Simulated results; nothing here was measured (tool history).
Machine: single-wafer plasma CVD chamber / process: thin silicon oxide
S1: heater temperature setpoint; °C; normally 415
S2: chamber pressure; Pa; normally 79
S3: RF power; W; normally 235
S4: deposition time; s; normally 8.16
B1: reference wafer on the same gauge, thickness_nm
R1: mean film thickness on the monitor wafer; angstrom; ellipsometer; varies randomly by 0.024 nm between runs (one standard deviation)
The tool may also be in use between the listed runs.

| run | day | S1 | S2 | S3 | S4 | B1 | R1 |
|---|---|---|---|---|---|---|---|
| 1 | 0 | 415 | 79 | 210 | 8.16 | 8.634 | 91.29 |
| 2 | 2.192 | 415 | 79 | 210 | 8.16 | 8.616 | 90.82 |
| 3 | 3.796 | 415 | 79 | 235 | 8.16 | 8.6 | 95.84 |
| 4 | 6.325 | 415 | 79 | 235 | 8.16 | 8.584 | 95.26 |
| 5 | 9.246 | 415 | 79 | 235 | 8.16 | 8.561 | 94.69 |
|  | 10.025 | gauge calibrated |
| 6 | 12.229 | 415 | 79 | 235 | 8.16 | 8.687 | 96.59 |
| 7 | 14.379 | 415 | 79 | 235 | 8.16 | 8.663 | 96.7 |
| 8 | 16.879 | 415 | 79 | 235 | 8.16 | 8.642 | 96.39 |

The next listed run, before its measurement:
|  | 18.067 | thermocouple changed; heater temperature recalibrated |
| 9 | 18.975 | 403 | 79 | 220 | 7.13 | ? | ? |

For run 9 the tool returned B1 8.627, R1 81.97 angstrom.
On a tool with no hidden condition, and with the same random variation, this run would have come out at R1 82.67 angstrom.
